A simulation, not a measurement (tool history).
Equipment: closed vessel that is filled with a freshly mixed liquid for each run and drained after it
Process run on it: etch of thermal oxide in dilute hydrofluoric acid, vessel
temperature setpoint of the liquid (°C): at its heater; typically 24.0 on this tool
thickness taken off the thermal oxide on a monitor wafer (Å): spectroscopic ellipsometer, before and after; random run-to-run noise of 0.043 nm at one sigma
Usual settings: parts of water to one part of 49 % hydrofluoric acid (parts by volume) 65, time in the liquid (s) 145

run	hour	temperature setpoint of the liquid (°C)	parts of water to one part of 49 % hydrofluoric acid (parts by volume)	time in the liquid (s)	wafers since the last listed run	hours since the thermometer was replaced	hours since the hydrofluoric acid flow meter was replaced	hours since the gauge calibration	read-back film thickness of the thermal oxide reference wafer, read on the same gauge (nm)	thickness taken off the thermal oxide on a monitor wafer (Å)
1	0.0	24.0	65	145	0	2243.5	1185.7	224.7	110.01	111.1
2	17.4	24.0	65	145	1626	2260.9	1203.1	242.1	110.01	110.7
3	49.4	24.0	65	145	2990	2292.9	1235.1	274.1	110.02	110.7
4	125.7	24.0	65	195	7131	2369.2	1311.4	350.4	109.98	149.6
5	141.9	24.0	65	195	1514	2385.4	1327.6	366.6	109.99	149.7
# hour 158.7: hydrofluoric acid flow meter replaced
6	168.0	24.0	65	195	2345	2411.5	9.3	392.7	109.99	149.6
# hour 173.4: thermometer replaced
7	192.1	24.0	45	145	2158	18.7	33.4	416.8	110.00	147.3
8	206.0	24.0	65	145	1299	32.6	47.3	430.7	110.00	100.2
# hour 223.5: gauge calibrated
9	228.8	24.0	65	145	2130	55.4	70.1	5.3	110.01	100.2
10	241.4	19.0	40	75	1177	68.0	82.7	17.9	109.99	70.4
11	266.1	28.5	85	95	2308	92.7	107.4	42.6	110.01	58.3
12	280.9	26.5	45	85	1383	107.5	122.2	57.4	109.99	96.3
13	293.1	22.0	50	65	1140	119.7	134.4	69.6	109.99	54.9
14	313.8	24.0	65	145	1934	140.4	155.1	90.3	110.01	100.8
15	331.6	27.0	65	145	1663	158.2	172.9	108.1	110.00	113.0
16	360.3	22.5	85	145	2682	186.9	201.6	136.8	110.00	70.5
17	382.6	25.5	45	145	2084	209.2	223.9	159.1	110.00	159.3
18	395.5	24.0	65	145	1205	222.1	236.8	172.0	110.00	100.3
19	410.5	26.5	40	145	1401	237.1	251.8	187.0	110.01	188.3

What if the next run were any one of these 4? Each begins from the tool's condition after run 19:
A	411.2	24.0	65	145	65	237.8	252.5	187.7	?	?
B	411.2	27.5	50	115	65	237.8	252.5	187.7	?	?
C	411.2	24.0	65	205	65	237.8	252.5	187.7	?	?
D	411.2	22.0	65	210	65	237.8	252.5	187.7	?	?

run	read-back film thickness of the thermal oxide reference wafer, read on the same gauge (nm)	thickness taken off the thermal oxide on a monitor wafer (Å)
A	110.01	100.1
B	110.01	121.3
C	110.01	141.5
D	110.01	133.6
Without the tool's hidden state the same runs would have given:
run	thickness taken off the thermal oxide on a monitor wafer (Å)
A	98.7
B	119.6
C	139.5
D	131.7

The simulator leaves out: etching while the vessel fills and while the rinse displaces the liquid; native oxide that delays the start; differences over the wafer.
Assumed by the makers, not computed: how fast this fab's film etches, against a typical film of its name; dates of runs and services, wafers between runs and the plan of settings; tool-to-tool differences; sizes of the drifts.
